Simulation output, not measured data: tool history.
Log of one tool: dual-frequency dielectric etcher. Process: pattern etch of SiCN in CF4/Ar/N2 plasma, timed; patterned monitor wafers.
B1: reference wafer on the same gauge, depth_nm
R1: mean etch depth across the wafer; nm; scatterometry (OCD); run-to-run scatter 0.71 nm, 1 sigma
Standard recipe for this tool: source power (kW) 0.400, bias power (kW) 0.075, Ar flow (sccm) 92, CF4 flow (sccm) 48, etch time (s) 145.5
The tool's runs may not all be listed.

run 1 hour=0.0 | source_power_(kW)=0.400 bias_power_(kW)=0.090 Ar_flow_(sccm)=92 CF4_flow_(sccm)=48 etch_time_(s)=105.0 | B1=102.9 | R1=91.4
run 2 hour=28.3 | source_power_(kW)=0.400 bias_power_(kW)=0.057 Ar_flow_(sccm)=92 CF4_flow_(sccm)=48 etch_time_(s)=145.5 | B1=102.9 | R1=108.5
run 3 hour=54.2 | source_power_(kW)=0.340 bias_power_(kW)=0.075 Ar_flow_(sccm)=84 CF4_flow_(sccm)=48 etch_time_(s)=145.5 | B1=102.9 | R1=105.2
-- hour=66.6 gauge calibrated
-- hour=92.0 bias power generator calibrated
-- hour=101.9 upper electrode replaced
run 4 hour=102.4 | source_power_(kW)=0.490 bias_power_(kW)=0.063 Ar_flow_(sccm)=92 CF4_flow_(sccm)=48 etch_time_(s)=145.5 | B1=102.9 | R1=131.8
run 5 hour=102.8 | source_power_(kW)=0.400 bias_power_(kW)=0.064 Ar_flow_(sccm)=86 CF4_flow_(sccm)=52 etch_time_(s)=145.5 | B1=103.1 | R1=116.2
run 6 hour=125.5 | source_power_(kW)=0.400 bias_power_(kW)=0.064 Ar_flow_(sccm)=92 CF4_flow_(sccm)=48 etch_time_(s)=145.5 | B1=103.0 | R1=113.6
run 7 hour=140.0 | source_power_(kW)=0.400 bias_power_(kW)=0.075 Ar_flow_(sccm)=74 CF4_flow_(sccm)=48 etch_time_(s)=158.0 | B1=102.9 | R1=133.0
-- hour=146.1 source power generator calibrated
run 8 hour=161.7 | source_power_(kW)=0.360 bias_power_(kW)=0.075 Ar_flow_(sccm)=99 CF4_flow_(sccm)=39 etch_time_(s)=104.5 | B1=102.8 | R1=74.9
run 9 hour=178.5 | source_power_(kW)=0.400 bias_power_(kW)=0.075 Ar_flow_(sccm)=92 CF4_flow_(sccm)=48 etch_time_(s)=145.5 | B1=103.2 | R1=118.8
run 10 hour=204.0 | source_power_(kW)=0.400 bias_power_(kW)=0.075 Ar_flow_(sccm)=92 CF4_flow_(sccm)=48 etch_time_(s)=145.5 | B1=103.0 | R1=117.8
run 11 hour=221.3 | source_power_(kW)=0.400 bias_power_(kW)=0.058 Ar_flow_(sccm)=92 CF4_flow_(sccm)=59 etch_time_(s)=145.5 | B1=102.9 | R1=114.3
run 12 hour=247.4 | source_power_(kW)=0.400 bias_power_(kW)=0.075 Ar_flow_(sccm)=92 CF4_flow_(sccm)=52 etch_time_(s)=115.5 | B1=103.2 | R1=96.0
run 13 hour=275.7 | source_power_(kW)=0.470 bias_power_(kW)=0.075 Ar_flow_(sccm)=110 CF4_flow_(sccm)=48 etch_time_(s)=145.5 | B1=102.9 | R1=131.9
run 14 hour=291.0 | source_power_(kW)=0.400 bias_power_(kW)=0.075 Ar_flow_(sccm)=92 CF4_flow_(sccm)=48 etch_time_(s)=145.5 | B1=102.9 | R1=118.2
run 15 hour=308.6 | source_power_(kW)=0.400 bias_power_(kW)=0.075 Ar_flow_(sccm)=92 CF4_flow_(sccm)=48 etch_time_(s)=145.5 | B1=102.9 | R1=118.9
run 16 hour=325.0 | source_power_(kW)=0.400 bias_power_(kW)=0.063 Ar_flow_(sccm)=92 CF4_flow_(sccm)=48 etch_time_(s)=124.0 | B1=102.9 | R1=93.8
run 17 hour=359.1 | source_power_(kW)=0.400 bias_power_(kW)=0.063 Ar_flow_(sccm)=92 CF4_flow_(sccm)=48 etch_time_(s)=124.0 | B1=103.1 | R1=94.4
run 18 hour=380.7 | source_power_(kW)=0.370 bias_power_(kW)=0.075 Ar_flow_(sccm)=92 CF4_flow_(sccm)=48 etch_time_(s)=145.5 | B1=102.9 | R1=110.9
run 19 hour=413.6 | source_power_(kW)=0.490 bias_power_(kW)=0.075 Ar_flow_(sccm)=92 CF4_flow_(sccm)=48 etch_time_(s)=167.0 | B1=102.8 | R1=161.6
-- hour=447.6 wet clean of the chamber
run 20 hour=478.8 | source_power_(kW)=0.480 bias_power_(kW)=0.060 Ar_flow_(sccm)=92 CF4_flow_(sccm)=48 etch_time_(s)=145.5 | B1=103.0 | R1=127.0
run 21 hour=497.3 | source_power_(kW)=0.400 bias_power_(kW)=0.075 Ar_flow_(sccm)=92 CF4_flow_(sccm)=48 etch_time_(s)=145.5 | B1=102.9 | R1=119.5
run 22 hour=521.1 | source_power_(kW)=0.490 bias_power_(kW)=0.075 Ar_flow_(sccm)=112 CF4_flow_(sccm)=48 etch_time_(s)=162.0 | B1=102.9 | R1=152.1

Predict each of these 3 candidate next runs independently; none follows another, all start after run 22:
run A hour=521.6 | source_power_(kW)=0.400 bias_power_(kW)=0.075 Ar_flow_(sccm)=92 CF4_flow_(sccm)=48 etch_time_(s)=145.5 | B1=? | R1=?
run B hour=521.6 | source_power_(kW)=0.400 bias_power_(kW)=0.065 Ar_flow_(sccm)=92 CF4_flow_(sccm)=40 etch_time_(s)=183.5 | B1=? | R1=?
run C hour=521.6 | source_power_(kW)=0.470 bias_power_(kW)=0.080 Ar_flow_(sccm)=84 CF4_flow_(sccm)=48 etch_time_(s)=145.5 | B1=? | R1=?

run=A B1=103.0 R1=118.2
run=B B1=103.0 R1=135.5
run=C B1=103.0 R1=140.0
The same runs, with their run-to-run variation unchanged, on a tool lacking any hidden condition would have given:
run=A R1=118.2
run=B R1=135.5
run=C R1=140.0
